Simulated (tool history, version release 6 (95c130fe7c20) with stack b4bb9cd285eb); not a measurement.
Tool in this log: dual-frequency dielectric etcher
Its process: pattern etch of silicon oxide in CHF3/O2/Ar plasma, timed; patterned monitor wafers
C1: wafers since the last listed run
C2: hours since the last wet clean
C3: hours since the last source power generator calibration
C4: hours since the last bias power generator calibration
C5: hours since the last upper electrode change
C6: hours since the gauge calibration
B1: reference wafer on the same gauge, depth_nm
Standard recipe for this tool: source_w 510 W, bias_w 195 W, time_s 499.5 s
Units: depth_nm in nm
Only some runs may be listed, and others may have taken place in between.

{"run": 1, "hour": 0.0, "source_w": 470, "bias_w": 195, "time_s": 499.5, "C1": 0, "C2": 64.1, "C3": 2644.6, "C4": 2272.8, "C5": 4420.6, "C6": 873.0, "B1": 1179.3, "depth_nm": 997.1}
{"run": 2, "hour": 27.2, "source_w": 550, "bias_w": 220, "time_s": 499.5, "C1": 129, "C2": 91.3, "C3": 2671.8, "C4": 2300.0, "C5": 4447.8, "C6": 900.2, "B1": 1179.3, "depth_nm": 1159.4}
{"run": 3, "hour": 77.8, "source_w": 510, "bias_w": 195, "time_s": 499.5, "C1": 241, "C2": 141.9, "C3": 2722.4, "C4": 2350.6, "C5": 4498.4, "C6": 950.8, "B1": 1180.1, "depth_nm": 1052.2}
{"run": 4, "hour": 139.8, "source_w": 510, "bias_w": 195, "time_s": 499.5, "C1": 295, "C2": 203.9, "C3": 2784.4, "C4": 2412.6, "C5": 4560.4, "C6": 1012.8, "B1": 1180.2, "depth_nm": 1051.6}
{"run": 5, "hour": 200.8, "source_w": 510, "bias_w": 195, "time_s": 380.5, "C1": 290, "C2": 264.9, "C3": 2845.4, "C4": 2473.6, "C5": 4621.4, "C6": 1073.8, "B1": 1180.0, "depth_nm": 803.3}
{"run": 6, "hour": 232.6, "source_w": 510, "bias_w": 195, "time_s": 380.5, "C1": 151, "C2": 296.7, "C3": 2877.2, "C4": 2505.4, "C5": 4653.2, "C6": 1105.6, "B1": 1180.1, "depth_nm": 801.1}
{"run": 7, "hour": 259.1, "source_w": 510, "bias_w": 195, "time_s": 499.5, "C1": 126, "C2": 323.2, "C3": 2903.7, "C4": 2531.9, "C5": 4679.7, "C6": 1132.1, "B1": 1180.3, "depth_nm": 1048.2}
{"run": 8, "hour": 284.8, "source_w": 510, "bias_w": 195, "time_s": 499.5, "C1": 122, "C2": 348.9, "C3": 2929.4, "C4": 2557.6, "C5": 4705.4, "C6": 1157.8, "B1": 1180.1, "depth_nm": 1051.8}
{"run": 9, "hour": 344.7, "source_w": 510, "bias_w": 195, "time_s": 499.5, "C1": 285, "C2": 408.8, "C3": 2989.3, "C4": 2617.5, "C5": 4765.3, "C6": 1217.7, "B1": 1179.2, "depth_nm": 1049.7}
{"hour": 409.1, "done": "upper electrode replaced, of another model than before"}
{"run": 10, "hour": 409.6, "source_w": 510, "bias_w": 153, "time_s": 354.0, "C1": 194, "C2": 473.7, "C3": 3054.2, "C4": 2682.4, "C5": 0.5, "C6": 1282.6, "B1": 1179.8, "depth_nm": 645.5}
{"hour": 444.7, "done": "wet clean of the chamber"}
{"run": 11, "hour": 465.0, "source_w": 510, "bias_w": 219, "time_s": 641.0, "C1": 149, "C2": 20.3, "C3": 3109.6, "C4": 2737.8, "C5": 55.9, "C6": 1338.0, "B1": 1180.6, "depth_nm": 1457.2}
{"hour": 511.6, "done": "gauge calibrated"}
{"run": 12, "hour": 524.8, "source_w": 510, "bias_w": 195, "time_s": 372.5, "C1": 285, "C2": 80.1, "C3": 3169.4, "C4": 2797.6, "C5": 115.7, "C6": 13.2, "B1": 1180.2, "depth_nm": 792.1}
{"run": 13, "hour": 589.1, "source_w": 510, "bias_w": 195, "time_s": 499.5, "C1": 306, "C2": 144.4, "C3": 3233.7, "C4": 2861.9, "C5": 180.0, "C6": 77.5, "B1": 1180.1, "depth_nm": 1058.9}
{"run": 14, "hour": 619.0, "source_w": 460, "bias_w": 233, "time_s": 499.5, "C1": 142, "C2": 174.3, "C3": 3263.6, "C4": 2891.8, "C5": 209.9, "C6": 107.4, "B1": 1180.5, "depth_nm": 1126.8}
{"run": 15, "hour": 660.7, "source_w": 610, "bias_w": 149, "time_s": 621.0, "C1": 198, "C2": 216.0, "C3": 3305.3, "C4": 2933.5, "C5": 251.6, "C6": 149.1, "B1": 1180.4, "depth_nm": 1206.6}
{"run": 16, "hour": 694.6, "source_w": 510, "bias_w": 195, "time_s": 372.0, "C1": 161, "C2": 249.9, "C3": 3339.2, "C4": 2967.4, "C5": 285.5, "C6": 183.0, "B1": 1179.3, "depth_nm": 790.4}
{"hour": 825.0, "done": "bias power generator calibrated"}
{"run": 17, "hour": 887.3, "source_w": 510, "bias_w": 151, "time_s": 361.0, "C1": 899, "C2": 442.6, "C3": 3531.9, "C4": 62.3, "C5": 478.2, "C6": 375.7, "B1": 1179.7, "depth_nm": 641.4}
{"hour": 903.6, "done": "source power generator calibrated"}
{"hour": 944.3, "done": "wet clean of the chamber"}
{"run": 18, "hour": 952.2, "source_w": 510, "bias_w": 208, "time_s": 499.5, "C1": 175, "C2": 7.9, "C3": 48.6, "C4": 127.2, "C5": 543.1, "C6": 440.6, "B1": 1180.7, "depth_nm": 1075.2}
{"run": 19, "hour": 985.9, "source_w": 510, "bias_w": 195, "time_s": 499.5, "C1": 160, "C2": 41.6, "C3": 82.3, "C4": 160.9, "C5": 576.8, "C6": 474.3, "B1": 1180.2, "depth_nm": 1038.5}
{"run": 20, "hour": 1047.9, "source_w": 510, "bias_w": 195, "time_s": 499.5, "C1": 295, "C2": 103.6, "C3": 144.3, "C4": 222.9, "C5": 638.8, "C6": 536.3, "B1": 1179.9, "depth_nm": 1037.0}
{"run": 21, "hour": 1108.6, "source_w": 590, "bias_w": 230, "time_s": 401.0, "C1": 289, "C2": 164.3, "C3": 205.0, "C4": 283.6, "C5": 699.5, "C6": 597.0, "B1": 1179.8, "depth_nm": 971.3}
{"run": 22, "hour": 1133.5, "source_w": 400, "bias_w": 239, "time_s": 547.5, "C1": 118, "C2": 189.2, "C3": 229.9, "C4": 308.5, "C5": 724.4, "C6": 621.9, "B1": 1180.1, "depth_nm": 1151.2}
{"run": 23, "hour": 1199.1, "source_w": 510, "bias_w": 195, "time_s": 499.5, "C1": 312, "C2": 254.8, "C3": 295.5, "C4": 374.1, "C5": 790.0, "C6": 687.5, "B1": 1179.7, "depth_nm": 1039.9}
{"run": 24, "hour": 1263.2, "source_w": 510, "bias_w": 195, "time_s": 499.5, "C1": 305, "C2": 318.9, "C3": 359.6, "C4": 438.2, "C5": 854.1, "C6": 751.6, "B1": 1179.6, "depth_nm": 1043.9}
{"run": 25, "hour": 1300.9, "source_w": 410, "bias_w": 195, "time_s": 499.5, "C1": 179, "C2": 356.6, "C3": 397.3, "C4": 475.9, "C5": 891.8, "C6": 789.3, "B1": 1180.2, "depth_nm": 951.0}
{"run": 26, "hour": 1335.7, "source_w": 510, "bias_w": 195, "time_s": 499.5, "C1": 165, "C2": 391.4, "C3": 432.1, "C4": 510.7, "C5": 926.6, "C6": 824.1, "B1": 1180.2, "depth_nm": 1043.4}
{"hour": 1413.8, "done": "wet clean of the chamber"}
{"run": 27, "hour": 1414.3, "source_w": 600, "bias_w": 152, "time_s": 429.0, "C1": 260, "C2": 0.5, "C3": 510.7, "C4": 589.3, "C5": 1005.2, "C6": 902.7, "B1": 1180.1, "depth_nm": 823.0}
{"run": 28, "hour": 1451.2, "source_w": 590, "bias_w": 217, "time_s": 499.5, "C1": 175, "C2": 37.4, "C3": 547.6, "C4": 626.2, "C5": 1042.1, "C6": 939.6, "B1": 1179.6, "depth_nm": 1177.3}

Selected run-to-run steps in depth_nm, each split into two signed amounts: the part the tool would show with no hidden state at all (from settings, incoming material and random variation), and the remainder, which goes to the hidden state together with any gauge scatter not common to the measured and the hidden-state-free results:
Hidden state present: etch rate over this chamber's usual, %; source power that arrives over what is set, %; bias power that arrives over what is set, %; gauge reads high (%).
Run 10 -> 11: bias_w 153 -> 219, time_s 354.0 -> 641.0, wet clean of the chamber. depth_nm +811.7 nm: hidden state +23.3, all else +788.4.
Run 11 -> 12: bias_w 219 -> 195, time_s 641.0 -> 372.5, gauge calibrated. depth_nm -665.1 nm: hidden state -17.5, all else -647.6.
Run 16 -> 17: bias_w 195 -> 151, time_s 372.0 -> 361.0, bias power generator calibrated. depth_nm -149.0 nm: hidden state -19.4, all else -129.6.
